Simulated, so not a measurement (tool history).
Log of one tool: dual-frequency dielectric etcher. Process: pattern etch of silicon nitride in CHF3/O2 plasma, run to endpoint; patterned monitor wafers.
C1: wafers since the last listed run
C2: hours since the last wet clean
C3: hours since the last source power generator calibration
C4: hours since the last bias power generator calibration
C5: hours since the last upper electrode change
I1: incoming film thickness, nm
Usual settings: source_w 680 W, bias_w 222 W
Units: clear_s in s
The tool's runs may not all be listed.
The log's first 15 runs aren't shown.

{"run": 16, "day": 8.029, "source_w": 620, "bias_w": 203, "C1": 156, "C2": 31.2, "C3": 51.4, "C4": 2677.8, "C5": 2532.4, "I1": 74.4, "clear_s": 48.8}
{"run": 17, "day": 8.729, "source_w": 680, "bias_w": 222, "C1": 146, "C2": 48.0, "C3": 68.2, "C4": 2694.6, "C5": 2549.2, "I1": 74.5, "clear_s": 46.5}
{"day": 9.842, "done": "upper electrode replaced"}
{"run": 18, "day": 9.862, "source_w": 680, "bias_w": 222, "C1": 27, "C2": 75.2, "C3": 95.4, "C4": 2721.8, "C5": 0.5, "I1": 74.2, "clear_s": 47.0}
{"run": 19, "day": 9.875, "source_w": 520, "bias_w": 206, "C1": 2, "C2": 75.5, "C3": 95.7, "C4": 2722.1, "C5": 0.8, "I1": 73.4, "clear_s": 52.1}
{"run": 20, "day": 10.542, "source_w": 770, "bias_w": 252, "C1": 139, "C2": 91.5, "C3": 111.7, "C4": 2738.1, "C5": 16.8, "I1": 73.8, "clear_s": 42.8}
{"run": 21, "day": 10.971, "source_w": 680, "bias_w": 222, "C1": 89, "C2": 101.8, "C3": 122.0, "C4": 2748.4, "C5": 27.1, "I1": 74.4, "clear_s": 46.8}
{"run": 22, "day": 11.233, "source_w": 680, "bias_w": 222, "C1": 54, "C2": 108.1, "C3": 128.3, "C4": 2754.7, "C5": 33.4, "I1": 73.7, "clear_s": 46.3}
{"run": 23, "day": 11.862, "source_w": 800, "bias_w": 275, "C1": 131, "C2": 123.2, "C3": 143.4, "C4": 2769.8, "C5": 48.5, "I1": 74.8, "clear_s": 42.1}
{"day": 12.412, "done": "bias power generator calibrated"}
{"run": 24, "day": 12.433, "source_w": 550, "bias_w": 197, "C1": 84, "C2": 136.9, "C3": 157.1, "C4": 0.5, "C5": 62.2, "I1": 74.8, "clear_s": 52.9}
{"run": 25, "day": 12.633, "source_w": 680, "bias_w": 222, "C1": 41, "C2": 141.7, "C3": 161.9, "C4": 5.3, "C5": 67.0, "I1": 73.8, "clear_s": 47.2}
{"run": 26, "day": 13.092, "source_w": 560, "bias_w": 197, "C1": 95, "C2": 152.7, "C3": 172.9, "C4": 16.3, "C5": 78.0, "I1": 74.3, "clear_s": 52.4}
{"run": 27, "day": 13.867, "source_w": 770, "bias_w": 177, "C1": 162, "C2": 171.3, "C3": 191.5, "C4": 34.9, "C5": 96.6, "I1": 74.8, "clear_s": 48.5}
{"run": 28, "day": 14.442, "source_w": 840, "bias_w": 194, "C1": 120, "C2": 185.1, "C3": 205.3, "C4": 48.7, "C5": 110.4, "I1": 74.4, "clear_s": 45.1}
{"run": 29, "day": 14.775, "source_w": 680, "bias_w": 240, "C1": 69, "C2": 193.1, "C3": 213.3, "C4": 56.7, "C5": 118.4, "I1": 74.0, "clear_s": 46.2}
{"run": 30, "day": 15.108, "source_w": 560, "bias_w": 183, "C1": 69, "C2": 201.1, "C3": 221.3, "C4": 64.7, "C5": 126.4, "I1": 74.7, "clear_s": 53.7}
{"run": 31, "day": 15.788, "source_w": 680, "bias_w": 252, "C1": 142, "C2": 217.4, "C3": 237.6, "C4": 81.0, "C5": 142.7, "I1": 74.6, "clear_s": 45.8}
{"run": 32, "day": 16.492, "source_w": 840, "bias_w": 254, "C1": 147, "C2": 234.3, "C3": 254.5, "C4": 97.9, "C5": 159.6, "I1": 74.2, "clear_s": 41.6}
{"run": 33, "day": 16.792, "source_w": 600, "bias_w": 245, "C1": 62, "C2": 241.5, "C3": 261.7, "C4": 105.1, "C5": 166.8, "I1": 74.9, "clear_s": 48.2}
{"run": 34, "day": 17.208, "source_w": 600, "bias_w": 245, "C1": 87, "C2": 251.5, "C3": 271.7, "C4": 115.1, "C5": 176.8, "I1": 74.6, "clear_s": 48.4}
{"run": 35, "day": 17.596, "source_w": 640, "bias_w": 237, "C1": 81, "C2": 260.8, "C3": 281.0, "C4": 124.4, "C5": 186.1, "I1": 73.9, "clear_s": 47.8}
{"run": 36, "day": 18.304, "source_w": 620, "bias_w": 246, "C1": 148, "C2": 277.8, "C3": 298.0, "C4": 141.4, "C5": 203.1, "I1": 74.7, "clear_s": 47.8}

Forecast each of these 3 alternatives for the next run:
{"run": "A", "day": 18.321, "source_w": 680, "bias_w": 241, "C1": 3, "C2": 278.2, "C3": 298.4, "C4": 141.8, "C5": 203.5, "I1": 74.8, "clear_s": "?"}
{"run": "B", "day": 18.321, "source_w": 680, "bias_w": 244, "C1": 3, "C2": 278.2, "C3": 298.4, "C4": 141.8, "C5": 203.5, "I1": 74.8, "clear_s": "?"}
{"run": "C", "day": 18.321, "source_w": 800, "bias_w": 173, "C1": 3, "C2": 278.2, "C3": 298.4, "C4": 141.8, "C5": 203.5, "I1": 74.8, "clear_s": "?"}

run=A clear_s=47.0
run=B clear_s=46.9
run=C clear_s=48.5
Without the tool's hidden state the same runs would have given:
run=A clear_s=45.4
run=B clear_s=45.2
run=C clear_s=46.8
